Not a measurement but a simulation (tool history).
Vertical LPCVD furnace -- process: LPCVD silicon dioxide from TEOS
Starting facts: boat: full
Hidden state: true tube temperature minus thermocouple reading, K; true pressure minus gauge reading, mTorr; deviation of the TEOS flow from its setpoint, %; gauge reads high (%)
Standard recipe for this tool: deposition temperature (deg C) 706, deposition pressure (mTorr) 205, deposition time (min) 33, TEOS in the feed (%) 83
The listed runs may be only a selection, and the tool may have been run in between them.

| run | hour | deposition temperature (deg C) | deposition pressure (mTorr) | deposition time (min) | TEOS in the feed (%) | wafers since the last listed run | hours since the last temperature calibration | hours since the pressure gauge was zeroed | hours since the TEOS flow controller was replaced | hours since the gauge calibration | read-back reference wafer on the same gauge, thickness | film thickness on the monitor wafer in the middle of the boat (Å) |
|---|---|---|---|---|---|---|---|---|---|---|---|---|
| 1 | 0 | 706 | 240 | 33 | 83 | 0 | 1169 | 1796.1 | 2053 | 1223.4 | 226.7 | 2785.6 |
| 2 | 58.2 | 706 | 240 | 33 | 83 | 957 | 1227.2 | 1854.3 | 2111.2 | 1281.6 | 226.74 | 2765.6 |
| 3 | 104.2 | 706 | 205 | 33 | 92 | 756 | 1273.2 | 1900.3 | 2157.2 | 1327.6 | 227.04 | 2698.6 |
| 4 | 154.4 | 706 | 205 | 33 | 83 | 825 | 1323.4 | 1950.5 | 2207.4 | 1377.8 | 227.1 | 2553.5 |
| 5 | 223.6 | 706 | 205 | 33 | 83 | 1138 | 1392.6 | 2019.7 | 2276.6 | 1447 | 227.33 | 2546.3 |
|  | 300 | gauge calibrated |
| 6 | 307.7 | 698 | 205 | 33 | 83 | 1383 | 1476.7 | 2103.8 | 2360.7 | 7.7 | 227.01 | 2130.1 |
| 7 | 334.4 | 712 | 205 | 20 | 97 | 439 | 1503.4 | 2130.5 | 2387.4 | 34.4 | 226.45 | 1917.9 |
| 8 | 386.1 | 706 | 205 | 33 | 83 | 850 | 1555.1 | 2182.2 | 2439.1 | 86.1 | 226.78 | 2535.8 |
| 9 | 448.4 | 706 | 205 | 20.5 | 83 | 1024 | 1617.4 | 2244.5 | 2501.4 | 148.4 | 226.77 | 1578.7 |
| 10 | 483.7 | 700 | 170 | 21 | 68 | 580 | 1652.7 | 2279.8 | 2536.7 | 183.7 | 227.53 | 1149.3 |
| 11 | 532.3 | 706 | 205 | 33 | 83 | 799 | 1701.3 | 2328.4 | 2585.3 | 232.3 | 227.24 | 2527.1 |
| 12 | 599.4 | 706 | 205 | 33 | 83 | 1103 | 1768.4 | 2395.5 | 2652.4 | 299.4 | 227.18 | 2535.4 |
| 13 | 645.8 | 706 | 205 | 33 | 76 | 763 | 1814.8 | 2441.9 | 2698.8 | 345.8 | 226.83 | 2423.5 |
| 14 | 716.5 | 706 | 205 | 33 | 94 | 1162 | 1885.5 | 2512.6 | 2769.5 | 416.5 | 227.14 | 2709.1 |
| 15 | 759.1 | 716 | 205 | 33 | 83 | 700 | 1928.1 | 2555.2 | 2812.1 | 459.1 | 227.54 | 3159.4 |
| 16 | 787.5 | 706 | 250 | 33 | 83 | 467 | 1956.5 | 2583.6 | 2840.5 | 487.5 | 226.82 | 2826.9 |
| 17 | 843.9 | 706 | 205 | 33 | 83 | 927 | 2012.9 | 2640 | 2896.9 | 543.9 | 226.73 | 2530.3 |
| 18 | 872.4 | 696 | 235 | 33 | 83 | 468 | 2041.4 | 2668.5 | 2925.4 | 572.4 | 226.93 | 2152.1 |
|  | 918.4 | thermocouples replaced and temperature profile calibrated |
|  | 935.3 | TEOS flow controller replaced |
| 19 | 935.8 | 717 | 205 | 29.5 | 83 | 369 | 17.4 | 2731.9 | 0.5 | 635.8 | 227.27 | 2791.3 |
|  | 973.8 | pressure gauge zeroed |
| 20 | 974.3 | 717 | 205 | 29.5 | 83 | 238 | 55.9 | 0.5 | 39 | 674.3 | 227.43 | 2850.7 |
| 21 | 1019.9 | 706 | 205 | 33 | 83 | 750 | 101.5 | 46.1 | 84.6 | 719.9 | 226.53 | 2495.1 |
| 22 | 1087.8 | 709 | 205 | 26 | 83 | 1116 | 169.4 | 114 | 152.5 | 787.8 | 226.92 | 2105.3 |
| 23 | 1113.7 | 706 | 205 | 33 | 83 | 426 | 195.3 | 139.9 | 178.4 | 813.7 | 227.34 | 2525.4 |
| 24 | 1246.2 | 717 | 170 | 23.5 | 73 | 2179 | 327.8 | 272.4 | 310.9 | 946.2 | 227.1 | 1965.3 |
| 25 | 1312.8 | 706 | 205 | 33 | 83 | 1095 | 394.4 | 339 | 377.5 | 1012.8 | 226.94 | 2543.8 |
| 26 | 1381.5 | 706 | 190 | 26 | 89 | 1130 | 463.1 | 407.7 | 446.2 | 1081.5 | 227.48 | 1993.7 |
| 27 | 1409.7 | 706 | 225 | 33 | 69 | 463 | 491.3 | 435.9 | 474.4 | 1109.7 | 227.55 | 2417.8 |
| 28 | 1468.1 | 706 | 205 | 33 | 83 | 960 | 549.7 | 494.3 | 532.8 | 1168.1 | 226.81 | 2539.2 |
| 29 | 1524.3 | 717 | 235 | 43.5 | 83 | 924 | 605.9 | 550.5 | 589 | 1224.3 | 226.98 | 4602 |
| 30 | 1591.3 | 706 | 230 | 41 | 74 | 1102 | 672.9 | 617.5 | 656 | 1291.3 | 226.87 | 3155.4 |
| 31 | 1646.2 | 706 | 205 | 33 | 83 | 903 | 727.8 | 672.4 | 710.9 | 1346.2 | 226.84 | 2547.9 |

Branching from run 31: 4 alternative next runs. What would each branch give?
| A | 1650.8 | 706 | 205 | 45.5 | 83 | 75 | 732.4 | 677 | 715.5 | 1350.8 | ? | ? |
| B | 1650.8 | 711 | 205 | 27 | 88 | 75 | 732.4 | 677 | 715.5 | 1350.8 | ? | ? |
| C | 1650.8 | 706 | 235 | 33 | 88 | 75 | 732.4 | 677 | 715.5 | 1350.8 | ? | ? |
| D | 1650.8 | 706 | 245 | 37.5 | 89 | 75 | 732.4 | 677 | 715.5 | 1350.8 | ? | ? |

| run | read-back reference wafer on the same gauge, thickness | film thickness on the monitor wafer in the middle of the boat (Å) |
|---|---|---|
| A | 226.64 | 3507.5 |
| B | 226.64 | 2402 |
| C | 226.64 | 2806.1 |
| D | 226.64 | 3274.9 |
With no hidden state in the tool, these same runs would have given:
| run | film thickness on the monitor wafer in the middle of the boat (Å) |
|---|---|
| A | 3441.4 |
| B | 2357.3 |
| C | 2751.7 |
| D | 3210.8 |
